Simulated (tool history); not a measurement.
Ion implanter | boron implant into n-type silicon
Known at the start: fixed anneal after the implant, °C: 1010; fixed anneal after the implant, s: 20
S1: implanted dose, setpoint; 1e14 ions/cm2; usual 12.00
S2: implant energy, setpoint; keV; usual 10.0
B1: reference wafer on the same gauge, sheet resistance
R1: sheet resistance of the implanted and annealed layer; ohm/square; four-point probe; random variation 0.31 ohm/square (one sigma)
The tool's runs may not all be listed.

{"run": 1, "hour": 0.0, "S1": 12.0, "S2": 10.0, "B1": 114.05, "R1": 123.92}
{"run": 2, "hour": 56.9, "S1": 12.0, "S2": 11.0, "B1": 114.03, "R1": 121.57}
{"run": 3, "hour": 125.4, "S1": 12.0, "S2": 10.0, "B1": 113.96, "R1": 124.51}
{"run": 4, "hour": 177.7, "S1": 12.0, "S2": 8.5, "B1": 114.09, "R1": 130.55}
{"run": 5, "hour": 229.5, "S1": 12.0, "S2": 8.5, "B1": 113.97, "R1": 130.4}
{"run": 6, "hour": 269.5, "S1": 12.0, "S2": 8.5, "B1": 113.93, "R1": 130.38}
{"run": 7, "hour": 295.7, "S1": 14.0, "S2": 12.0, "B1": 113.98, "R1": 109.1}
{"hour": 338.0, "done": "extraction supply calibrated"}
{"run": 8, "hour": 338.5, "S1": 9.23, "S2": 10.0, "B1": 113.98, "R1": 147.91}
{"hour": 346.2, "done": "gauge calibrated"}
{"run": 9, "hour": 373.0, "S1": 12.0, "S2": 13.0, "B1": 113.93, "R1": 117.57}
{"run": 10, "hour": 441.0, "S1": 10.47, "S2": 12.0, "B1": 113.92, "R1": 131.61}
{"hour": 479.1, "done": "Faraday cup replaced and dose calibrated"}
{"run": 11, "hour": 512.8, "S1": 12.0, "S2": 13.0, "B1": 114.01, "R1": 110.54}
{"run": 12, "hour": 557.3, "S1": 13.15, "S2": 8.0, "B1": 113.99, "R1": 123.36}
{"hour": 628.3, "done": "Faraday cup replaced and dose calibrated, repeated, since the last time left the tool worse"}
{"run": 13, "hour": 628.8, "S1": 12.0, "S2": 10.0, "B1": 113.98, "R1": 122.62}
{"run": 14, "hour": 685.9, "S1": 9.17, "S2": 10.0, "B1": 113.99, "R1": 145.46}

Some steps in R1 between neighbouring runs. How much of each would the tool show without its hidden state too (settings, what came in, random variation), and how much is left for the hidden state, with any gauge scatter that isn't in both results?
The hidden state here: deviation of the true dose from the Faraday cup's reading, %; deviation of the true energy from its setpoint, %; gauge reads high (%).
Run 7 -> 8: S1 14.00 -> 9.23, S2 12.0 -> 10.0, extraction supply calibrated. R1 +38.81 ohm/square: hidden state +1.83, all else +36.98.
Run 10 -> 11: S1 10.47 -> 12.00, S2 12.0 -> 13.0, Faraday cup replaced and dose calibrated. R1 -21.07 ohm/square: hidden state -8.01, all else -13.06.
